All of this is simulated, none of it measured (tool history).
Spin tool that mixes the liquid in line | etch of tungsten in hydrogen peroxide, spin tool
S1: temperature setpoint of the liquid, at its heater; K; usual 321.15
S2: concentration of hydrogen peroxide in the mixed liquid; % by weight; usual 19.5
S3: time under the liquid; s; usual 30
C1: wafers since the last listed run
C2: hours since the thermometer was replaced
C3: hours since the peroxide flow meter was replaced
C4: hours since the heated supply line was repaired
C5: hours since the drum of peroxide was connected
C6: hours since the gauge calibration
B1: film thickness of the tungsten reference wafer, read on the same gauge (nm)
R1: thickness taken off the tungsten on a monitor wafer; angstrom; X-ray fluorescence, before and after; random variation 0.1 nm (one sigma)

run   hour      S1    S2  S3    C1      C2     C3      C4     C5     C6     B1     R1
  1      0  321.15  15.5  30     0  1408.1  461.5  3443.7  286.1    243  79.99  207.6
  2     28  321.15  15.5  30   453  1436.1  489.5  3471.7  314.1    271     80  205.1
  3   41.7  315.15  19.5  30   221  1449.8  503.2  3485.4  327.8  284.7  80.01  158.3
  4  101.2  321.15  19.5  30   963  1509.3  562.7  3544.9  387.3  344.2     80  229.7
     160.7  -- thermometer replaced
  5  183.8  321.15  19.5  30  1321    23.1  645.3  3627.5  469.9  426.8  80.01  226.9
  6    196  321.15  19.5  30   197    35.3  657.5  3639.7  482.1    439  79.98  227.6
  7  228.7  321.15  19.5  30   529      68  690.2  3672.4  514.8  471.7  80.01    228
  8  241.6  330.15    14  30   208    80.9  703.1  3685.3  527.7  484.6  79.97  331.8
       264  -- heated supply line repaired
     264.4  -- gauge calibrated
  9  274.9  311.65  19.5  30   522   114.2  736.4    10.9    561   10.5  79.99    124
 10  307.8  321.15  19.5  30   532   147.1  769.3    43.8  593.9   43.4  80.01    228
     314.3  -- new drum of peroxide connected
     351.5  -- peroxide flow meter replaced
 11  407.1  329.65    25  15  1575   246.4   55.6   143.1   92.8  142.7  80.03  218.7
 12  429.7  327.15  25.5  35   365     269   78.2   165.7  115.4  165.3  79.99    445
 13  442.1  312.15  19.5  15   200   281.4   90.6   178.1  127.8  177.7  80.02   64.9
 14  459.2  321.15  19.5  30   276   298.5  107.7   195.2  144.9  194.8  79.95  230.5

5 ways to go on from here, each from the tool as it stands after run 14. What would each give?
  A  459.6  324.15  19.5  30   6  298.9  108.1  195.6  145.3  195.2   ?   ?
  B  459.6  326.15  24.5  40   6  298.9  108.1  195.6  145.3  195.2   ?   ?
  C  459.6  317.65  19.5  45   6  298.9  108.1  195.6  145.3  195.2   ?   ?
  D  459.6  329.15  24.5  20   6  298.9  108.1  195.6  145.3  195.2   ?   ?
  E  459.6  321.15  15.5  20   6  298.9  108.1  195.6  145.3  195.2   ?   ?

run     B1     R1
  A  79.99  278.9
  B  79.99  470.4
  C  79.99  279.6
  D  79.99  281.1
  E  79.99  137.9
Without the tool's hidden state the same runs would have given:
run     R1
  A  281.2
  B  474.2
  C  281.9
  D  283.4
  E  139.1
